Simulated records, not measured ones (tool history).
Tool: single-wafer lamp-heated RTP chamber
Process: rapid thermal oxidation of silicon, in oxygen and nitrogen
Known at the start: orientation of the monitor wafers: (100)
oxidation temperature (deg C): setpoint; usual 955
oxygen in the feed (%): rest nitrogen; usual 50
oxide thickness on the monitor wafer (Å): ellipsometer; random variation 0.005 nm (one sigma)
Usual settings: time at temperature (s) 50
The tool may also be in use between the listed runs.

| run | day | oxidation temperature (deg C) | time at temperature (s) | oxygen in the feed (%) | wafers since the last listed run | wafers since the last pyrometer calibration | hours since the oxygen flow controller was replaced | hours since the gauge calibration | read-back reference wafer on the same gauge, thickness | oxide thickness on the monitor wafer (Å) |
|---|---|---|---|---|---|---|---|---|---|---|
| 1 | 0.000 | 946 | 50 | 50 | 0 | 2632 | 5845.8 | 94.6 | 3.800 | 32.50 |
| 2 | 0.621 | 946 | 50 | 50 | 122 | 2755 | 5860.7 | 109.5 | 3.799 | 32.61 |
| 3 | 1.108 | 955 | 50 | 50 | 96 | 2851 | 5872.4 | 121.2 | 3.799 | 34.36 |
| 4 | 1.558 | 955 | 50 | 50 | 88 | 2940 | 5883.2 | 132.0 | 3.801 | 34.30 |
| 5 | 1.988 | 955 | 50 | 50 | 84 | 3024 | 5893.5 | 142.3 | 3.798 | 34.34 |
| 6 | 2.388 | 955 | 50 | 50 | 78 | 3103 | 5903.1 | 151.9 | 3.801 | 34.37 |
|  | 2.983 | oxygen flow controller replaced |
| 7 | 3.004 | 955 | 50 | 50 | 55 | 3159 | 0.5 | 166.7 | 3.800 | 34.49 |
| 8 | 3.279 | 984 | 72 | 67 | 54 | 3214 | 7.1 | 173.3 | 3.801 | 53.06 |
| 9 | 3.683 | 955 | 50 | 50 | 79 | 3293 | 16.8 | 183.0 | 3.801 | 34.52 |
|  | 4.192 | pyrometer window cleaned and pyrometer calibrated |
| 10 | 4.388 | 955 | 50 | 50 | 73 | 38 | 33.7 | 199.9 | 3.800 | 33.19 |
| 11 | 4.671 | 955 | 50 | 41 | 55 | 94 | 40.5 | 206.7 | 3.802 | 31.75 |
|  | 4.767 | gauge calibrated |
| 12 | 4.925 | 955 | 50 | 65 | 50 | 144 | 46.6 | 3.8 | 3.801 | 35.51 |
| 13 | 5.638 | 966 | 60 | 40 | 140 | 285 | 63.7 | 20.9 | 3.801 | 35.70 |
| 14 | 6.567 | 968 | 40 | 21 | 183 | 468 | 86.0 | 43.2 | 3.800 | 27.78 |
| 15 | 7.233 | 946 | 50 | 50 | 131 | 600 | 102.0 | 59.2 | 3.800 | 31.83 |

Forecast each of these 5 alternatives for the next run:
| A | 7.250 | 935 | 50 | 50 | 3 | 603 | 102.4 | 59.6 | ? | ? |
| B | 7.250 | 940 | 64 | 76 | 3 | 603 | 102.4 | 59.6 | ? | ? |
| C | 7.250 | 945 | 50 | 62 | 3 | 603 | 102.4 | 59.6 | ? | ? |
| D | 7.250 | 955 | 50 | 69 | 3 | 603 | 102.4 | 59.6 | ? | ? |
| E | 7.250 | 972 | 34 | 50 | 3 | 603 | 102.4 | 59.6 | ? | ? |

| run | read-back reference wafer on the same gauge, thickness | oxide thickness on the monitor wafer (Å) |
|---|---|---|
| A | 3.801 | 30.03 |
| B | 3.801 | 37.13 |
| C | 3.801 | 33.23 |
| D | 3.801 | 36.32 |
| E | 3.801 | 32.24 |
Without the tool's hidden state the same runs would have given:
| run | oxide thickness on the monitor wafer (Å) |
|---|---|
| A | 29.80 |
| B | 36.74 |
| C | 32.93 |
| D | 35.95 |
| E | 31.96 |
